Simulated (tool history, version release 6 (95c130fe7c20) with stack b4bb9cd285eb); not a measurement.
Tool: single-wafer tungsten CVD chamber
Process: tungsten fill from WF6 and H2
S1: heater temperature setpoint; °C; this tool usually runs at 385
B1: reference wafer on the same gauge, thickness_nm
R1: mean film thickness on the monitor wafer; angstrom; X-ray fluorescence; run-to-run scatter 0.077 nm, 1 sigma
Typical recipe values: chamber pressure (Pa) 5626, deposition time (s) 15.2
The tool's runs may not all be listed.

Run 1, day 0: usual settings; B1 33.697. Result: R1 366.02 angstrom.
Run 2, day 3.462: usual settings but deposition time (s) 14; B1 33.73. Result: R1 338.24 angstrom.
Run 3, day 6.567: usual settings but deposition time (s) 14; B1 33.71. Result: R1 338.24 angstrom.
Run 4, day 9.942: usual settings; B1 33.702. Result: R1 366.58 angstrom.
Run 5, day 12.796: usual settings; B1 33.705. Result: R1 365.8 angstrom.
Run 6, day 14.558: usual settings; B1 33.694. Result: R1 365.87 angstrom.
Run 7, day 16.242: usual settings; B1 33.687. Result: R1 367.17 angstrom.
At day 17.912: gauge calibrated.
Run 8, day 19.029: usual settings; B1 33.692. Result: R1 366.45 angstrom.
At day 19.783: capacitance manometer re-zeroed and calibrated.
Run 9, day 22.821: usual settings but S1 389 °C, chamber pressure (Pa) 5226; B1 33.704. Result: R1 387.65 angstrom.
Run 10, day 24.488: usual settings but chamber pressure (Pa) 4373; B1 33.733. Result: R1 328.45 angstrom.
Run 11, day 29.792: usual settings but deposition time (s) 13.7; B1 33.699. Result: R1 329.57 angstrom.
Run 12, day 32.642: usual settings but deposition time (s) 14; B1 33.687. Result: R1 336.72 angstrom.
At day 33.829: showerhead replaced.
At day 40.658: thermocouple changed; heater temperature recalibrated.
Run 13, day 40.783: usual settings but chamber pressure (Pa) 4893; B1 33.7. Result: R1 345.8 angstrom.
Run 14, day 42.612: usual settings; B1 33.676. Result: R1 366.32 angstrom.
Run 15, day 44.446: usual settings but chamber pressure (Pa) 4786; B1 33.712. Result: R1 342.41 angstrom.
Run 16, day 47.704: usual settings; B1 33.688. Result: R1 367.38 angstrom.
Run 17, day 50.117: usual settings; B1 33.705. Result: R1 366.64 angstrom.
Run 18, day 53.888: usual settings but S1 372 °C, chamber pressure (Pa) 6253; B1 33.719. Result: R1 282.76 angstrom.
Run 19, day 57.379: usual settings but chamber pressure (Pa) 4520, deposition time (s) 16.5; B1 33.709. Result: R1 362.39 angstrom.

State the hidden condition of the tool at each of the runs:
wafer temperature above the value expected at the setpoint (K): 0 on each run
true pressure above the setpoint (%): 0 on each run
gauge reads high (%): 0 on each run
